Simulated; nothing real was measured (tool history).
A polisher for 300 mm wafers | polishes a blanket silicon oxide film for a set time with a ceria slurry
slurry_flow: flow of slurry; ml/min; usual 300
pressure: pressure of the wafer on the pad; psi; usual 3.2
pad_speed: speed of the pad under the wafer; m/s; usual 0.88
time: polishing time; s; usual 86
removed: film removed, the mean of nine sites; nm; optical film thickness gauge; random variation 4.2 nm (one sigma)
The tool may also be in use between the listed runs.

run   hour  slurry_flow  pressure  pad_speed  time  incoming thickness of the incoming film, nm  removed
  1      0          300         4       0.88    86                                       1618.9    345.9
      25.8  -- worn pad replaced by a new one
  2   28.7          300         4       0.88    86                                       1605.5    348.6
  3   60.4          300       3.2       0.76    86                                       1610.4    270.6
  4   86.1          300       3.2       0.76    86                                       1609.8    261.5
  5  116.5          215       3.2       0.88    65                                       1604.9      219
     123.9  -- worn pad replaced by a new one
  6  150.4          215       3.2       0.88    65                                       1614.6    211.6
     164.6  -- slurry nozzle cleaned
  7  175.9          300       3.2       0.88    86                                       1601.4    285.2
  8  195.9          300       3.2       0.88    86                                         1630    277.1
     216.3  -- worn pad replaced by a new one
     230.3  -- head pressure recalibrated
  9  230.8          215       3.2       0.88    65                                       1646.1    234.3
 10    258          300       3.2       0.88    86                                       1621.3    315.3
 11  283.8          255       4.2       0.62   105                                       1614.9    357.6
 12  302.7          300       2.3       0.74    86                                       1631.7    224.3
     308.4  -- worn pad replaced by a new one
 13  335.8          380       3.2       0.88    86                                       1599.1    325.1
 14    351          300       3.2       1.14    72                                       1635.4    329.9
 15  367.4          230       3.2       0.88    70                                       1645.4    253.6
 16  390.4          300       3.2       0.88    86                                       1630.3    308.2

Forecast each of these 3 alternatives for the next run:
  A  390.8          300       3.2       0.88    86                                       1593.5        ?
  B  390.8          300       3.2       0.66    74                                       1593.5        ?
  C  390.8          300       2.3          1    86                                       1593.5        ?

run  removed
  A    319.9
  B    221.3
  C    288.7
Without the tool's hidden state the same runs would have given:
run  removed
  A    319.6
  B    221.1
  C    288.4

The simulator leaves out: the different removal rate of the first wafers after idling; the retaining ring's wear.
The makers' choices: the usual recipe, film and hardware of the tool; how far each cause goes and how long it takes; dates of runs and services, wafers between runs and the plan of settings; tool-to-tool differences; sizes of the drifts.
